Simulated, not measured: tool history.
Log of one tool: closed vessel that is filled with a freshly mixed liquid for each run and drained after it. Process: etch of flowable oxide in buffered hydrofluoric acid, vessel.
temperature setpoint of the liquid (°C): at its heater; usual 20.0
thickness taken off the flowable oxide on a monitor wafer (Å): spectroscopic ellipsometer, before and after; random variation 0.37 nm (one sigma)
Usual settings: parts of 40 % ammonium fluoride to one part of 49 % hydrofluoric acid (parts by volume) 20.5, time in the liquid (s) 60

run    hour  temperature setpoint of the liquid (°C)  parts of 40 % ammonium fluoride to one part of 49 % hydrofluoric acid (parts by volume)  time in the liquid (s)  read-back film thickness of the flowable oxide reference wafer, read on the same gauge (nm)  thickness taken off the flowable oxide on a monitor wafer (Å)
  1     0.0                                     20.0                                                                                     20.5                      60                                                                                        70.00                                                          789.8
  2    34.1                                     20.0                                                                                     20.5                      60                                                                                        70.02                                                          789.7
       40.9  -- thermometer replaced
  3    70.8                                     20.0                                                                                     20.5                      60                                                                                        69.98                                                          791.3
  4   124.7                                     18.5                                                                                     20.5                      60                                                                                        70.03                                                          728.0
  5   159.2                                     18.5                                                                                     20.5                      60                                                                                        69.98                                                          727.0
  6   198.2                                     20.0                                                                                     20.5                      60                                                                                        70.00                                                          795.7
  7   232.4                                     20.0                                                                                     20.5                      40                                                                                        69.99                                                          528.6
  8   261.7                                     20.0                                                                                     20.5                      40                                                                                        70.00                                                          532.9
  9   293.0                                     20.0                                                                                     20.5                      60                                                                                        70.00                                                          798.0
 10   345.5                                     20.0                                                                                     20.5                      60                                                                                        70.02                                                          797.7
 11   540.6                                     21.0                                                                                     20.5                      60                                                                                        70.00                                                          858.8
 12   583.8                                     21.0                                                                                     20.5                      60                                                                                        69.97                                                          850.8
 13   610.4                                     21.0                                                                                     20.5                      60                                                                                        70.01                                                          852.1
      661.7  -- thermometer replaced
 14   679.9                                     20.0                                                                                     20.5                      45                                                                                        69.99                                                          609.7
 15   728.7                                     20.0                                                                                     15.0                      60                                                                                        69.98                                                         1102.8
 16   790.6                                     17.0                                                                                     20.5                      75                                                                                        70.00                                                          866.0
 17   840.1                                     22.5                                                                                     23.0                      45                                                                                        70.02                                                          639.3
 18   892.4                                     22.5                                                                                     23.0                      45                                                                                        70.00                                                          650.8
 19   947.8                                     20.0                                                                                     20.5                      60                                                                                        70.01                                                          823.2
      948.6  -- gauge calibrated
 20   996.8                                     20.0                                                                                     20.5                      60                                                                                        69.98                                                          821.6
 21  1043.9                                     20.0                                                                                     20.5                      60                                                                                        70.00                                                          824.3
     1101.9  -- hydrofluoric acid flow meter replaced
 22  1102.4                                     20.0                                                                                     20.5                      60                                                                                        69.97                                                          789.1
 23  1168.4                                     20.0                                                                                     20.5                      60                                                                                        69.98                                                          791.7
     1185.7  -- thermometer replaced
 24  1229.4                                     17.0                                                                                     13.5                      35                                                                                        70.02                                                          585.9
 25  1273.8                                     20.0                                                                                     16.0                      60                                                                                        69.96                                                         1006.7
 26  1321.7                                     22.5                                                                                     13.5                      60                                                                                        69.96                                                         1371.1
 27  1382.2                                     23.5                                                                                     17.5                      50                                                                                        70.00                                                          936.3
 28  1416.9                                     20.0                                                                                     20.5                      40                                                                                        69.98                                                          524.9
 29  1449.3                                     25.0                                                                                     28.0                      60                                                                                        70.01                                                          844.0
 30  1520.6                                     20.0                                                                                     26.5                      60                                                                                        70.01                                                          671.2
 31  1562.8                                     21.0                                                                                     20.5                      60                                                                                        70.01                                                          836.5
 32  1632.7                                     17.0                                                                                     20.5                      60                                                                                        70.00                                                          671.1
 33  1660.9                                     17.0                                                                                     15.5                      60                                                                                        70.02                                                          887.6

Some steps in thickness taken off the flowable oxide on a monitor wafer (Å) between neighbouring runs. How much of each would the tool show without its hidden state too (settings, what came in, random variation), and how much is left for the hidden state, with any gauge scatter that isn't in both results?
The hidden state here: liquid hotter than its thermometer reads (K); hydrofluoric acid flow above the setpoint (%); gauge reads high (%).
Run 14 -> 15: parts of 40 % ammonium fluoride to one part of 49 % hydrofluoric acid (parts by volume) 20.5 -> 15.0, time in the liquid (s) 45 -> 60. thickness taken off the flowable oxide on a monitor wafer (Å) +493.1: hidden state +26.9, all else +466.2.
Run 18 -> 19: temperature setpoint of the liquid (°C) 22.5 -> 20.0, parts of 40 % ammonium fluoride to one part of 49 % hydrofluoric acid (parts by volume) 23.0 -> 20.5, time in the liquid (s) 45 -> 60. thickness taken off the flowable oxide on a monitor wafer (Å) +172.4: hidden state +14.8, all else +157.6.
Run 21 -> 22: hydrofluoric acid flow meter replaced. thickness taken off the flowable oxide on a monitor wafer (Å) -35.2: hidden state -40.3, all else +5.1.
Run 24 -> 25: temperature setpoint of the liquid (°C) 17.0 -> 20.0, parts of 40 % ammonium fluoride to one part of 49 % hydrofluoric acid (parts by volume) 13.5 -> 16.0, time in the liquid (s) 35 -> 60. thickness taken off the flowable oxide on a monitor wafer (Å) +420.8: hidden state +5.4, all else +415.4.
Run 26 -> 27: temperature setpoint of the liquid (°C) 22.5 -> 23.5, parts of 40 % ammonium fluoride to one part of 49 % hydrofluoric acid (parts by volume) 13.5 -> 17.5, time in the liquid (s) 60 -> 50. thickness taken off the flowable oxide on a monitor wafer (Å) -434.8: hidden state -2.7, all else -432.1.
